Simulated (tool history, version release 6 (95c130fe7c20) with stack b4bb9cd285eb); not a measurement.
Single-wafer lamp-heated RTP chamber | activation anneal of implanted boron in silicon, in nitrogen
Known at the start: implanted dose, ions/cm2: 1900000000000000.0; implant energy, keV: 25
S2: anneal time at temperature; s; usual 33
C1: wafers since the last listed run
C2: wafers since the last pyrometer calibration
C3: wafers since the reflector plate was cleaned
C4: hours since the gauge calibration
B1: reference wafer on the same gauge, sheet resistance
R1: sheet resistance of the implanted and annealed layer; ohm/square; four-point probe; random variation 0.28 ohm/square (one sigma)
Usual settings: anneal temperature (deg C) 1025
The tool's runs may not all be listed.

{"run": 1, "day": 0.0, "anneal temperature (deg C)": 1025, "S2": 33, "C1": 0, "C2": 261, "C3": 1280, "C4": 1369.6, "B1": 70.32, "R1": 65.75}
{"run": 2, "day": 1.888, "anneal temperature (deg C)": 1025, "S2": 33, "C1": 582, "C2": 843, "C3": 1862, "C4": 1414.9, "B1": 70.31, "R1": 65.22}
{"run": 3, "day": 5.746, "anneal temperature (deg C)": 1025, "S2": 33, "C1": 1190, "C2": 2034, "C3": 3053, "C4": 1507.5, "B1": 70.27, "R1": 65.27}
{"run": 4, "day": 8.117, "anneal temperature (deg C)": 1049, "S2": 19, "C1": 731, "C2": 2765, "C3": 3784, "C4": 1564.4, "B1": 70.23, "R1": 63.35}
{"run": 5, "day": 9.746, "anneal temperature (deg C)": 1049, "S2": 19, "C1": 502, "C2": 3268, "C3": 4287, "C4": 1603.5, "B1": 70.14, "R1": 63.64}
{"run": 6, "day": 11.379, "anneal temperature (deg C)": 1041, "S2": 33, "C1": 503, "C2": 3772, "C3": 4791, "C4": 1642.7, "B1": 70.23, "R1": 62.95}
{"run": 7, "day": 14.233, "anneal temperature (deg C)": 1025, "S2": 33, "C1": 880, "C2": 4652, "C3": 5671, "C4": 1711.2, "B1": 70.07, "R1": 65.35}
{"day": 14.988, "done": "pyrometer window cleaned and pyrometer calibrated"}
{"day": 17.979, "done": "reflector plate cleaned"}
{"run": 8, "day": 18.354, "anneal temperature (deg C)": 1025, "S2": 33, "C1": 1065, "C2": 935, "C3": 115, "C4": 1810.1, "B1": 70.01, "R1": 64.84}
{"run": 9, "day": 22.033, "anneal temperature (deg C)": 1025, "S2": 33, "C1": 1135, "C2": 2070, "C3": 1250, "C4": 1898.4, "B1": 69.95, "R1": 65.22}
{"run": 10, "day": 26.192, "anneal temperature (deg C)": 1025, "S2": 41, "C1": 1283, "C2": 3353, "C3": 2533, "C4": 1998.2, "B1": 69.81, "R1": 64.44}
{"run": 11, "day": 28.554, "anneal temperature (deg C)": 1025, "S2": 47, "C1": 728, "C2": 4082, "C3": 3262, "C4": 2054.9, "B1": 69.72, "R1": 63.43}
{"day": 29.65, "done": "pyrometer window cleaned and pyrometer calibrated"}
{"run": 12, "day": 31.054, "anneal temperature (deg C)": 1025, "S2": 39, "C1": 668, "C2": 432, "C3": 3931, "C4": 2114.9, "B1": 69.72, "R1": 64.19}
{"run": 13, "day": 34.567, "anneal temperature (deg C)": 1017, "S2": 33, "C1": 1083, "C2": 1516, "C3": 5015, "C4": 2199.2, "B1": 69.61, "R1": 66.56}
{"run": 14, "day": 37.65, "anneal temperature (deg C)": 1017, "S2": 33, "C1": 951, "C2": 2467, "C3": 5966, "C4": 2273.2, "B1": 69.61, "R1": 66.09}
{"day": 41.25, "done": "reflector plate cleaned"}
{"run": 15, "day": 42.004, "anneal temperature (deg C)": 998, "S2": 33, "C1": 1240, "C2": 3708, "C3": 232, "C4": 2377.7, "B1": 69.52, "R1": 70.05}
{"run": 16, "day": 46.042, "anneal temperature (deg C)": 1047, "S2": 44, "C1": 1245, "C2": 4954, "C3": 1478, "C4": 2474.6, "B1": 69.41, "R1": 60.73}
{"day": 47.379, "done": "gauge calibrated"}
{"day": 48.433, "done": "pyrometer window cleaned and pyrometer calibrated"}
{"run": 17, "day": 49.475, "anneal temperature (deg C)": 1047, "S2": 44, "C1": 956, "C2": 321, "C3": 2434, "C4": 50.3, "B1": 71.47, "R1": 63.18}
{"run": 18, "day": 52.108, "anneal temperature (deg C)": 1025, "S2": 13, "C1": 812, "C2": 1134, "C3": 3247, "C4": 113.5, "B1": 71.42, "R1": 68.55}
{"run": 19, "day": 55.854, "anneal temperature (deg C)": 1025, "S2": 33, "C1": 1155, "C2": 2290, "C3": 4403, "C4": 203.4, "B1": 71.47, "R1": 66.49}
{"run": 20, "day": 59.404, "anneal temperature (deg C)": 1054, "S2": 33, "C1": 1095, "C2": 3385, "C3": 5498, "C4": 288.6, "B1": 71.33, "R1": 62.68}
{"run": 21, "day": 61.479, "anneal temperature (deg C)": 997, "S2": 33, "C1": 640, "C2": 4025, "C3": 6138, "C4": 338.4, "B1": 71.23, "R1": 72.31}
{"day": 63.979, "done": "reflector plate cleaned"}
{"day": 64.058, "done": "pyrometer window cleaned and pyrometer calibrated"}
{"run": 22, "day": 64.796, "anneal temperature (deg C)": 1025, "S2": 48, "C1": 895, "C2": 227, "C3": 227, "C4": 418.0, "B1": 71.09, "R1": 65.5}
{"run": 23, "day": 68.883, "anneal temperature (deg C)": 1051, "S2": 33, "C1": 1261, "C2": 1488, "C3": 1488, "C4": 516.1, "B1": 71.11, "R1": 62.76}
{"run": 24, "day": 71.988, "anneal temperature (deg C)": 1016, "S2": 18, "C1": 957, "C2": 2446, "C3": 2446, "C4": 590.6, "B1": 71.02, "R1": 69.5}
{"run": 25, "day": 74.179, "anneal temperature (deg C)": 1040, "S2": 21, "C1": 676, "C2": 3122, "C3": 3122, "C4": 643.2, "B1": 70.96, "R1": 64.95}
{"run": 26, "day": 77.238, "anneal temperature (deg C)": 1025, "S2": 33, "C1": 943, "C2": 4066, "C3": 4066, "C4": 716.6, "B1": 70.93, "R1": 65.51}
{"run": 27, "day": 78.892, "anneal temperature (deg C)": 1016, "S2": 42, "C1": 510, "C2": 4576, "C3": 4576, "C4": 756.3, "B1": 70.93, "R1": 66.32}
{"day": 80.396, "done": "pyrometer window cleaned and pyrometer calibrated"}
{"run": 28, "day": 83.233, "anneal temperature (deg C)": 1025, "S2": 15, "C1": 1236, "C2": 875, "C3": 5813, "C4": 860.5, "B1": 70.78, "R1": 68.03}

Forecast each of these 4 alternatives for the next run:
{"run": "A", "day": 83.25, "anneal temperature (deg C)": 1025, "S2": 45, "C1": 5, "C2": 881, "C3": 5818, "C4": 860.9, "B1": "?", "R1": "?"}
{"run": "B", "day": 83.25, "anneal temperature (deg C)": 1000, "S2": 50, "C1": 5, "C2": 881, "C3": 5818, "C4": 860.9, "B1": "?", "R1": "?"}
{"run": "C", "day": 83.25, "anneal temperature (deg C)": 1025, "S2": 40, "C1": 5, "C2": 881, "C3": 5818, "C4": 860.9, "B1": "?", "R1": "?"}
{"run": "D", "day": 83.25, "anneal temperature (deg C)": 1015, "S2": 47, "C1": 5, "C2": 881, "C3": 5818, "C4": 860.9, "B1": "?", "R1": "?"}

run=A B1=70.82 R1=65.08
run=B B1=70.82 R1=69.46
run=C B1=70.82 R1=65.40
run=D B1=70.82 R1=66.56
Without the tool's hidden state the same runs would have given:
run=A R1=65.63
run=B R1=70.04
run=C R1=65.95
run=D R1=67.12

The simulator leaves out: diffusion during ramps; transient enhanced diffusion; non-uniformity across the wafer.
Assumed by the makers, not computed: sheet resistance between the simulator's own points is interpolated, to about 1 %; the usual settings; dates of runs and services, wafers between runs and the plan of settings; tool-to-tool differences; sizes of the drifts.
